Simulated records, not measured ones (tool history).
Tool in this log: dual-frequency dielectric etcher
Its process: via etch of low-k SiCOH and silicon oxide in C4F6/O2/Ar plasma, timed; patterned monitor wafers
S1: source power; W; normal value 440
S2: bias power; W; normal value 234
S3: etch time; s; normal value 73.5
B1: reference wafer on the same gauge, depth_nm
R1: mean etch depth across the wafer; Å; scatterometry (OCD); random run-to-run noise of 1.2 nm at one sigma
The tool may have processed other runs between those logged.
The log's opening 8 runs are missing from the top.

run      day   S1   S2    S3     B1    R1
  9   26.133  440  221  73.5  272.1  2325
 10   28.917  440  234  73.5  272.3  2361
 11   33.238  440  234  73.5  272.1  2357
 12   35.567  380  284    89  272.2  2912
      35.967  -- source power generator calibrated
 13   38.438  440  219  73.5  272.2  2303
 14   41.258  480  234  73.5  271.7  2419
       42.45  -- upper electrode replaced
        45.1  -- wet clean of the chamber
      45.192  -- bias power generator calibrated
 15   45.525  390  268    80  271.7  2598
      47.717  -- gauge calibrated
 16   49.179  440  234  73.5  271.7  2346
 17   52.017  350  254  54.5  271.7  1707
 18   56.238  440  234  91.5  271.6  2928
 19   60.167  540  255  73.5  271.9  2519
      66.217  -- wet clean of the chamber
 20   72.262  330  234  73.5  272.4  2222
 21   74.538  510  234  73.5  272.1  2405
 22   78.158  550  234  73.5  271.7  2493
 23   80.092  350  219    58  271.8  1765
 24   84.392  440  189  73.5  271.9  2236
 25   87.896  520  203    55  271.8  1774
      89.717  -- wet clean of the chamber
 26   90.167  440  234  66.5  272.3  2120
 27    92.55  400  234  73.5  272.3  2315
 28   94.246  480  234  73.5  271.9  2409
 29   97.321  340  270  73.5  272.4  2321
 30  100.908  440  234  73.5  271.7  2375

Alternative continuations, all from the tool just after run 30; predict every row:
  A  100.925  440  234  73.5   ?   ?
  B  100.925  390  196  73.5   ?   ?
  C  100.925  540  194  73.5   ?   ?

run   B1    R1
  A  272  2361
  B  272  2211
  C  272  2366
What these runs would have given with no unlogged condition in the tool:
run    R1
  A  2361
  B  2211
  C  2366

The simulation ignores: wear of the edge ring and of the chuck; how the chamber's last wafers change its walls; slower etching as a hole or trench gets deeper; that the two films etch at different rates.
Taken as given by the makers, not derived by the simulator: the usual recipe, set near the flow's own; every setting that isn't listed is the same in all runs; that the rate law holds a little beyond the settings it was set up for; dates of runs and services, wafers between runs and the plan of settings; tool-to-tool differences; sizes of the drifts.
